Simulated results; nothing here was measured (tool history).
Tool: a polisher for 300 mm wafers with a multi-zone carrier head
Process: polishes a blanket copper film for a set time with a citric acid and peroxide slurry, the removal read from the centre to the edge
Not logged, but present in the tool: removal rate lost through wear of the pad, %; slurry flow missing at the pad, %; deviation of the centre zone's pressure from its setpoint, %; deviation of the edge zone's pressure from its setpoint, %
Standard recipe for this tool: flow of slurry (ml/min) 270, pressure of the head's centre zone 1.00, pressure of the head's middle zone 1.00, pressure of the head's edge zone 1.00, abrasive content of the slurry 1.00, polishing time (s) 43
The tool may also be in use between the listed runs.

run,hour,flow of slurry (ml/min),pressure of the head's centre zone,pressure of the head's middle zone,pressure of the head's edge zone,abrasive content of the slurry,polishing time (s),wafers since the last listed run,wafers polished on this pad,hours since the slurry nozzle was cleaned,hours since the centre zone pressure was calibrated,hours since the edge zone pressure was calibrated,hours since the carrier head's membrane was replaced,"incoming thickness of the incoming film, nm",film removed at the wafer's centre (nm),film removed at mid-radius (nm),film removed at the wafer's edge (nm)
1,0.0,270,1.00,1.00,1.00,1.00,43,0,4626,564.7,402.5,5.1,1622.1,535.0,96.5,91.9,90.6
# hour 5.0: worn pad replaced by a new one
# hour 20.0: slurry nozzle cleaned
2,33.8,270,1.00,1.00,1.00,1.00,43,454,439,13.8,436.3,38.9,1655.9,550.8,99.1,93.8,93.6
3,67.5,270,1.00,1.00,1.00,1.00,43,532,971,47.5,470.0,72.6,1689.6,545.0,98.7,92.5,94.8
4,138.7,270,1.00,1.00,1.00,1.00,43,1124,2095,118.7,541.2,143.8,1760.8,551.0,97.6,93.2,92.1
5,202.9,270,1.00,1.00,1.00,1.00,43,1013,3108,182.9,605.4,208.0,1825.0,537.9,97.5,92.9,90.8
# hour 259.6: centre zone pressure recalibrated
# hour 272.7: carrier head's membrane replaced by a new one
# hour 286.4: worn pad replaced by a new one, of another model than before
6,304.1,270,1.00,1.00,1.00,1.00,43,1423,279,284.1,44.5,309.2,31.4,539.1,99.9,93.3,93.8
# hour 326.8: edge zone pressure recalibrated
7,354.8,270,1.00,1.00,1.09,0.85,30,768,1047,334.8,95.2,28.0,82.1,540.3,66.6,62.8,64.2
8,418.3,355,1.00,0.92,1.00,1.00,43,1002,2050,398.3,158.7,91.5,145.6,551.4,97.4,88.1,92.9
9,452.8,270,1.00,1.00,1.00,1.00,43,544,2595,432.8,193.2,126.0,180.1,538.7,96.1,90.2,90.2
10,511.6,270,1.00,1.00,1.00,1.00,43,928,3523,491.6,252.0,184.8,238.9,531.0,96.0,90.1,91.5
# hour 582.6: worn pad replaced by a new one
11,583.1,270,1.00,1.00,1.00,1.00,43,1065,7,563.1,323.5,256.3,310.4,549.6,99.5,95.1,94.5
12,612.3,270,0.96,1.00,1.00,1.00,43,460,468,592.3,352.7,285.5,339.6,545.4,94.8,95.4,95.1
# hour 645.9: slurry nozzle cleaned
# hour 647.7: edge zone pressure recalibrated
13,674.2,225,0.90,1.00,1.00,1.25,43,934,1403,28.3,414.6,26.5,401.5,537.2,90.6,97.5,96.7
14,741.7,270,1.00,1.00,1.00,1.00,43,1065,2468,95.8,482.1,94.0,469.0,542.4,97.6,92.9,92.6
15,791.3,270,1.00,1.00,1.00,1.00,43,783,3251,145.4,531.7,143.6,518.6,534.8,96.9,93.7,93.0
16,827.0,360,1.00,0.92,1.09,0.90,43,563,3815,181.1,567.4,179.3,554.3,532.0,96.5,88.0,93.7
# hour 852.6: worn pad replaced by a new one
17,861.7,270,1.00,1.00,1.00,1.15,28,484,143,215.8,602.1,214.0,589.0,530.1,65.7,62.5,61.7
# hour 901.5: centre zone pressure recalibrated
18,902.1,230,1.00,1.00,1.00,1.00,30,606,749,256.2,0.6,254.4,629.4,545.8,69.0,65.9,66.0
19,940.8,180,1.08,1.00,0.93,0.70,43,610,1360,294.9,39.3,293.1,668.1,533.4,98.5,86.6,84.3
# hour 952.2: edge zone pressure recalibrated
20,985.2,205,1.04,1.00,1.00,1.00,43,669,2030,339.3,83.7,33.0,712.5,543.3,99.1,93.4,90.4
21,1017.2,270,1.00,1.00,1.00,1.00,43,505,2535,371.3,115.7,65.0,744.5,535.7,96.5,91.2,91.8

Branching from run 21: 4 alternative next runs. What would each branch give?
A,1017.6,270,1.00,1.00,1.00,1.00,43,6,2541,371.7,116.1,65.4,744.9,543.8,?,?,?
B,1017.6,270,1.00,1.00,1.08,1.00,38,6,2541,371.7,116.1,65.4,744.9,543.8,?,?,?
C,1017.6,270,1.00,1.00,1.00,1.00,57,6,2541,371.7,116.1,65.4,744.9,543.8,?,?,?
D,1017.6,270,1.00,0.94,0.94,1.00,43,6,2541,371.7,116.1,65.4,744.9,543.8,?,?,?

run,film removed at the wafer's centre (nm),film removed at mid-radius (nm),film removed at the wafer's edge (nm)
A,97.4,93.2,92.8
B,86.0,82.4,84.8
C,129.1,123.6,123.0
D,97.3,88.5,90.5
Take away the tool's hidden state, keep each run's random variation, and the runs would have read:
run,film removed at the wafer's centre (nm),film removed at mid-radius (nm),film removed at the wafer's edge (nm)
A,100.2,95.9,95.5
B,88.5,84.7,87.2
C,132.8,127.1,126.5
D,100.1,91.1,93.1
